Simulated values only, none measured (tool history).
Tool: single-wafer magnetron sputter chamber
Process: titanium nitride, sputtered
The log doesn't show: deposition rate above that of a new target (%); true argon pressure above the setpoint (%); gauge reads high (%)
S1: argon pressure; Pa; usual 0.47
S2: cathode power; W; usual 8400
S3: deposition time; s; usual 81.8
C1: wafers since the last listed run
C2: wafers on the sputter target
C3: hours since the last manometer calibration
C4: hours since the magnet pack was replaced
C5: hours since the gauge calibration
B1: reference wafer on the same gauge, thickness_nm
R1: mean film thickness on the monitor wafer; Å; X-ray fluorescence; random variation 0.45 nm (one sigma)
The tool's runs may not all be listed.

run 1 day=0 | S1=0.47 S2=8400 S3=81.8 | C1=0 C2=2723 C3=2262.5 C4=5850 C5=148.9 | B1=110.982 | R1=1259.31
run 2 day=0.358 | S1=0.47 S2=8400 S3=81.8 | C1=82 C2=2806 C3=2271.1 C4=5858.6 C5=157.5 | B1=110.984 | R1=1255.13
-- day=0.846 sputter target and shields replaced
run 3 day=0.867 | S1=0.47 S2=8400 S3=77.4 | C1=40 C2=4 C3=2283.3 C4=5870.8 C5=169.7 | B1=110.914 | R1=1188.99
run 4 day=2.254 | S1=0.47 S2=8400 S3=77.4 | C1=320 C2=325 C3=2316.6 C4=5904.1 C5=203 | B1=110.888 | R1=1194.82
run 5 day=2.888 | S1=0.47 S2=8850 S3=81.8 | C1=146 C2=471 C3=2331.8 C4=5919.3 C5=218.2 | B1=110.959 | R1=1311.75
run 6 day=3.254 | S1=0.47 S2=8850 S3=81.8 | C1=84 C2=556 C3=2340.6 C4=5928.1 C5=227 | B1=111.021 | R1=1302.91
run 7 day=3.896 | S1=0.47 S2=8850 S3=81.8 | C1=148 C2=704 C3=2356 C4=5943.5 C5=242.4 | B1=111.014 | R1=1316.05
run 8 day=4.625 | S1=0.47 S2=8400 S3=81.8 | C1=168 C2=872 C3=2373.5 C4=5961 C5=259.9 | B1=110.845 | R1=1252.2
run 9 day=5.412 | S1=0.47 S2=8400 S3=81.8 | C1=181 C2=1054 C3=2392.4 C4=5979.9 C5=278.8 | B1=110.988 | R1=1255.34
run 10 day=5.812 | S1=0.47 S2=8400 S3=81.8 | C1=92 C2=1147 C3=2402 C4=5989.5 C5=288.4 | B1=111.048 | R1=1249.97
run 11 day=6.458 | S1=0.47 S2=8400 S3=94.8 | C1=149 C2=1296 C3=2417.5 C4=6005 C5=303.9 | B1=110.956 | R1=1455.96
run 12 day=7.071 | S1=0.47 S2=8400 S3=81.8 | C1=141 C2=1437 C3=2432.2 C4=6019.7 C5=318.6 | B1=110.988 | R1=1252.05
run 13 day=7.65 | S1=0.47 S2=8400 S3=81.8 | C1=133 C2=1571 C3=2446.1 C4=6033.6 C5=332.5 | B1=110.963 | R1=1251.17
run 14 day=8.304 | S1=0.47 S2=10100 S3=81.8 | C1=151 C2=1722 C3=2461.8 C4=6049.3 C5=348.2 | B1=110.976 | R1=1470.08
run 15 day=9.008 | S1=0.299 S2=8400 S3=77.6 | C1=162 C2=1885 C3=2478.7 C4=6066.2 C5=365.1 | B1=111.055 | R1=1275.21
run 16 day=9.558 | S1=0.47 S2=7200 S3=81.8 | C1=127 C2=2012 C3=2491.9 C4=6079.4 C5=378.3 | B1=110.92 | R1=1094.4
run 17 day=10.138 | S1=0.591 S2=7550 S3=70.6 | C1=133 C2=2146 C3=2505.8 C4=6093.3 C5=392.2 | B1=110.924 | R1=937.25
-- day=10.75 magnet pack replaced
-- day=10.8 capacitance manometer re-zeroed and calibrated
run 18 day=10.821 | S1=0.47 S2=6700 S3=68.8 | C1=69 C2=2216 C3=0.5 C4=1.7 C5=408.6 | B1=110.965 | R1=867.11
run 19 day=11.433 | S1=0.47 S2=8400 S3=81.8 | C1=141 C2=2357 C3=15.2 C4=16.4 C5=423.3 | B1=110.946 | R1=1252.86
run 20 day=11.696 | S1=0.327 S2=8400 S3=81.8 | C1=60 C2=2418 C3=21.5 C4=22.7 C5=429.6 | B1=110.991 | R1=1334.89
-- day=12.054 sputter target and shields replaced
run 21 day=12.896 | S1=0.47 S2=10350 S3=91.3 | C1=200 C2=194 C3=50.3 C4=51.5 C5=458.4 | B1=111.023 | R1=1682.88
run 22 day=13.488 | S1=0.64 S2=8400 S3=96.3 | C1=136 C2=331 C3=64.5 C4=65.7 C5=472.6 | B1=110.952 | R1=1363.84
run 23 day=15.1 | S1=0.367 S2=6500 S3=68.2 | C1=372 C2=703 C3=103.2 C4=104.4 C5=511.3 | B1=110.873 | R1=882.27
run 24 day=15.7 | S1=0.47 S2=9350 S3=81.8 | C1=138 C2=842 C3=117.6 C4=118.8 C5=525.7 | B1=111.133 | R1=1381.63
-- day=16.254 gauge calibrated
run 25 day=16.375 | S1=0.47 S2=8400 S3=81.8 | C1=155 C2=998 C3=133.8 C4=135 C5=2.9 | B1=110.847 | R1=1252.51
run 26 day=16.642 | S1=0.583 S2=8400 S3=76.9 | C1=61 C2=1059 C3=140.2 C4=141.4 C5=9.3 | B1=110.954 | R1=1122

Run 27 comes next. What will it give?
run 27 day=18.179 | S1=0.47 S2=8400 S3=81.8 | C1=355 C2=1414 C3=177.1 C4=178.3 C5=46.2 | B1=? | R1=?

{"run 27": {"B1": 110.991, "R1": 1254.96}}
Without the tool's hidden state the same run would have given R1 1254.96 Å.

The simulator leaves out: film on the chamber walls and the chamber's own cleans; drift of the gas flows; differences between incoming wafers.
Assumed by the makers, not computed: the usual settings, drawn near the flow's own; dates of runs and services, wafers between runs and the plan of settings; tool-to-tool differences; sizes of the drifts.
